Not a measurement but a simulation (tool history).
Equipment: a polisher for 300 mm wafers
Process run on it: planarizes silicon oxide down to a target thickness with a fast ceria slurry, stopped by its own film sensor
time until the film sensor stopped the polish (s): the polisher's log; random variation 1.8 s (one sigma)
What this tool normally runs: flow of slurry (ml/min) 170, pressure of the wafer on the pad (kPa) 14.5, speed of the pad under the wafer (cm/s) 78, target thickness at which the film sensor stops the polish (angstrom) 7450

run   hour  flow of slurry (ml/min)  pressure of the wafer on the pad (kPa)  speed of the pad under the wafer (cm/s)  target thickness at which the film sensor stops the polish (angstrom)  incoming thickness of the incoming film, nm  time until the film sensor stopped the polish (s)
  1      0                      190                                    14.5                                       78                                                                   7450                                       1704.1                                               92.2
  2   43.5                      170                                    14.5                                       72                                                                   7450                                       1718.4                                              107.1
  3   69.8                      170                                    14.5                                       72                                                                   7450                                       1698.3                                              106.3
      96.5  -- worn pad replaced by a new one
  4    111                      170                                    14.5                                       88                                                                   7450                                       1717.1                                               91.6
     141.8  -- slurry nozzle cleaned
  5  168.3                      170                                    14.5                                       88                                                                   7450                                       1723.8                                               90.4
  6  211.2                      170                                    14.5                                       88                                                                   7450                                       1717.5                                               92.8
  7  240.9                      170                                    14.5                                       78                                                                   7450                                       1683.6                                                 95
     266.6  -- worn pad replaced by a new one
  8  312.4                      170                                    14.5                                       78                                                                   7450                                       1695.4                                               98.9
  9  377.8                      195                                    18.6                                       58                                                                   4850                                       1693.3                                              116.9
     403.9  -- slurry nozzle cleaned
     409.5  -- worn pad replaced by a new one
 10  432.8                      170                                    10.3                                       78                                                                   7450                                       1696.5                                              130.2
     490.8  -- head pressure recalibrated
 11  495.8                      170                                      11                                       98                                                                   7450                                       1682.3                                              106.6
 12  532.1                      190                                    17.2                                       78                                                                   7450                                       1675.7                                               76.7
 13  578.5                      170                                    14.5                                       78                                                                   7450                                       1671.9                                               90.9

Run 14, settings as shown, results not yet in. Your forecast:
     587.9  -- worn pad replaced by a new one
 14  645.6                      140                                    17.9                                       78                                                                   4480                                       1719.8                                                  ?

time until the film sensor stopped the polish (s): 115.3
If the tool had no hidden condition, the same run with the same run-to-run variation would have returned time until the film sensor stopped the polish (s) 104.1.
